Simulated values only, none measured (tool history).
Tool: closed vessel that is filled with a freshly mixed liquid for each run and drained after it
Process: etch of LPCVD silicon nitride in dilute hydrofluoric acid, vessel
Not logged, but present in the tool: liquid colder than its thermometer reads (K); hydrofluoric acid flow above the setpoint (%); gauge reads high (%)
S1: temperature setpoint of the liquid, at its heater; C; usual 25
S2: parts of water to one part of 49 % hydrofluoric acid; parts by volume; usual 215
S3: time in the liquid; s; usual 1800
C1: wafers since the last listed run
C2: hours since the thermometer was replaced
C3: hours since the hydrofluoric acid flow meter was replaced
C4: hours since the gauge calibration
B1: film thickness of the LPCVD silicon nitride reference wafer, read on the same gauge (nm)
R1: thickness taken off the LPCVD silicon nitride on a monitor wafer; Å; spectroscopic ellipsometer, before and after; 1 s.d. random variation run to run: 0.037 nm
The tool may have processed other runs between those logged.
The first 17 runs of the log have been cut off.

{"run": 18, "day": 50.271, "S1": 25, "S2": 215, "S3": 1800, "C1": 1099, "C2": 1242.4, "C3": 743.6, "C4": 637.5, "B1": 62.22, "R1": 48.02}
{"run": 19, "day": 52.538, "S1": 25, "S2": 215, "S3": 1800, "C1": 1441, "C2": 1296.8, "C3": 798, "C4": 691.9, "B1": 62.252, "R1": 47.62}
{"run": 20, "day": 54.604, "S1": 25, "S2": 215, "S3": 1800, "C1": 1314, "C2": 1346.4, "C3": 847.6, "C4": 741.5, "B1": 62.385, "R1": 47.65}
{"run": 21, "day": 57.742, "S1": 20, "S2": 145, "S3": 1345, "C1": 1995, "C2": 1421.7, "C3": 922.9, "C4": 816.8, "B1": 62.459, "R1": 38.5}
{"run": 22, "day": 61.704, "S1": 25, "S2": 165, "S3": 1465, "C1": 2520, "C2": 1516.8, "C3": 1018, "C4": 911.9, "B1": 62.625, "R1": 50.81}
{"day": 61.762, "done": "thermometer replaced"}
{"run": 23, "day": 66.167, "S1": 25, "S2": 215, "S3": 1800, "C1": 2811, "C2": 105.7, "C3": 1125.1, "C4": 1019, "B1": 62.726, "R1": 47.59}
{"run": 24, "day": 69.942, "S1": 25, "S2": 215, "S3": 1800, "C1": 2400, "C2": 196.3, "C3": 1215.7, "C4": 1109.6, "B1": 62.777, "R1": 47.73}
{"run": 25, "day": 73.112, "S1": 25, "S2": 215, "S3": 880, "C1": 2016, "C2": 272.4, "C3": 1291.8, "C4": 1185.7, "B1": 62.821, "R1": 23.45}
{"run": 26, "day": 76.15, "S1": 25, "S2": 215, "S3": 1370, "C1": 1931, "C2": 345.3, "C3": 1364.7, "C4": 1258.6, "B1": 62.848, "R1": 36.04}
{"run": 27, "day": 79.371, "S1": 25, "S2": 215, "S3": 1800, "C1": 2048, "C2": 422.6, "C3": 1442, "C4": 1335.9, "B1": 62.944, "R1": 49.12}
{"run": 28, "day": 82.192, "S1": 29, "S2": 310, "S3": 1800, "C1": 1794, "C2": 490.3, "C3": 1509.7, "C4": 1403.6, "B1": 62.981, "R1": 42.31}
{"run": 29, "day": 84.525, "S1": 25, "S2": 315, "S3": 1800, "C1": 1484, "C2": 546.3, "C3": 1565.7, "C4": 1459.6, "B1": 62.97, "R1": 32.81}
{"run": 30, "day": 87.433, "S1": 25, "S2": 215, "S3": 2755, "C1": 1849, "C2": 616.1, "C3": 1635.5, "C4": 1529.4, "B1": 62.998, "R1": 74.28}
{"run": 31, "day": 89.683, "S1": 25, "S2": 285, "S3": 1245, "C1": 1431, "C2": 670.1, "C3": 1689.5, "C4": 1583.4, "B1": 62.999, "R1": 24.98}
{"day": 93.592, "done": "gauge calibrated"}
{"run": 32, "day": 93.725, "S1": 25, "S2": 215, "S3": 1800, "C1": 2570, "C2": 767.1, "C3": 1786.5, "C4": 3.2, "B1": 59.758, "R1": 45.61}
{"run": 33, "day": 97.333, "S1": 29, "S2": 135, "S3": 1205, "C1": 2294, "C2": 853.7, "C3": 1873.1, "C4": 89.8, "B1": 60.335, "R1": 63.61}

Branching from run 33: 3 alternative next runs. What would each branch give?
{"run": "A", "day": 97.383, "S1": 25, "S2": 285, "S3": 1800, "C1": 31, "C2": 854.9, "C3": 1874.3, "C4": 91, "B1": "?", "R1": "?"}
{"run": "B", "day": 97.383, "S1": 21.5, "S2": 125, "S3": 2100, "C1": 31, "C2": 854.9, "C3": 1874.3, "C4": 91, "B1": "?", "R1": "?"}
{"run": "C", "day": 97.383, "S1": 25, "S2": 295, "S3": 1800, "C1": 31, "C2": 854.9, "C3": 1874.3, "C4": 91, "B1": "?", "R1": "?"}

run=A B1=60.301 R1=35.06
run=B B1=60.301 R1=73.79
run=C B1=60.301 R1=33.87
Take away the tool's hidden state, keep each run's random variation, and the runs would have read:
run=A R1=34.87
run=B R1=73.39
run=C R1=33.69
